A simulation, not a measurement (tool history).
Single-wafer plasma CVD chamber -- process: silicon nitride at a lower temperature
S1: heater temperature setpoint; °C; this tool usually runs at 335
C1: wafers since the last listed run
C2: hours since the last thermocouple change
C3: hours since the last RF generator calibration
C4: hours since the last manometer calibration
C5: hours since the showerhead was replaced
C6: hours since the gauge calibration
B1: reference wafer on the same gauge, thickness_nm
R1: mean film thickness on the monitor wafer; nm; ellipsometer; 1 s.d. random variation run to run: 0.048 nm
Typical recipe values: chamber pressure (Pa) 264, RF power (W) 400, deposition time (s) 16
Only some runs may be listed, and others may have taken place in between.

run 1 hour=0 | S1=335 chamber_pressure_(Pa)=264 RF_power_(W)=400 deposition_time_(s)=16 | C1=0 C2=1288.5 C3=2077 C4=1702.1 C5=1919.7 C6=89.7 | B1=18.593 | R1=22.964
run 2 hour=63.9 | S1=335 chamber_pressure_(Pa)=264 RF_power_(W)=400 deposition_time_(s)=14.6 | C1=2079 C2=1352.4 C3=2140.9 C4=1766 C5=1983.6 C6=153.6 | B1=18.604 | R1=20.887
run 3 hour=135.1 | S1=335 chamber_pressure_(Pa)=264 RF_power_(W)=400 deposition_time_(s)=14.6 | C1=2316 C2=1423.6 C3=2212.1 C4=1837.2 C5=2054.8 C6=224.8 | B1=18.619 | R1=20.796
run 4 hour=182.8 | S1=335 chamber_pressure_(Pa)=264 RF_power_(W)=400 deposition_time_(s)=14.6 | C1=1552 C2=1471.3 C3=2259.8 C4=1884.9 C5=2102.5 C6=272.5 | B1=18.602 | R1=20.929
run 5 hour=290.2 | S1=335 chamber_pressure_(Pa)=264 RF_power_(W)=400 deposition_time_(s)=16 | C1=3494 C2=1578.7 C3=2367.2 C4=1992.3 C5=2209.9 C6=379.9 | B1=18.589 | R1=22.867
run 6 hour=342.4 | S1=335 chamber_pressure_(Pa)=264 RF_power_(W)=400 deposition_time_(s)=16 | C1=1698 C2=1630.9 C3=2419.4 C4=2044.5 C5=2262.1 C6=432.1 | B1=18.601 | R1=22.943
run 7 hour=409.6 | S1=335 chamber_pressure_(Pa)=264 RF_power_(W)=400 deposition_time_(s)=16 | C1=2186 C2=1698.1 C3=2486.6 C4=2111.7 C5=2329.3 C6=499.3 | B1=18.607 | R1=22.976
-- hour=434.4 capacitance manometer re-zeroed and calibrated
run 8 hour=472.7 | S1=335 chamber_pressure_(Pa)=207 RF_power_(W)=330 deposition_time_(s)=16 | C1=1792 C2=1761.2 C3=2549.7 C4=38.3 C5=2392.4 C6=562.4 | B1=18.597 | R1=18.948

Estimate the outcome of run 9 from the log above:
-- hour=487 RF generator calibrated
-- hour=491.5 gauge calibrated
-- hour=590.4 thermocouple changed; heater temperature recalibrated
run 9 hour=600.3 | S1=345 chamber_pressure_(Pa)=264 RF_power_(W)=400 deposition_time_(s)=16 | C1=3631 C2=9.9 C3=113.3 C4=165.9 C5=2520 C6=108.8 | B1=? | R1=?

B1: 18.608
R1: 22.644 nm
With the hidden condition absent and the run-to-run variation left alone, this run would have shown R1 22.532 nm.
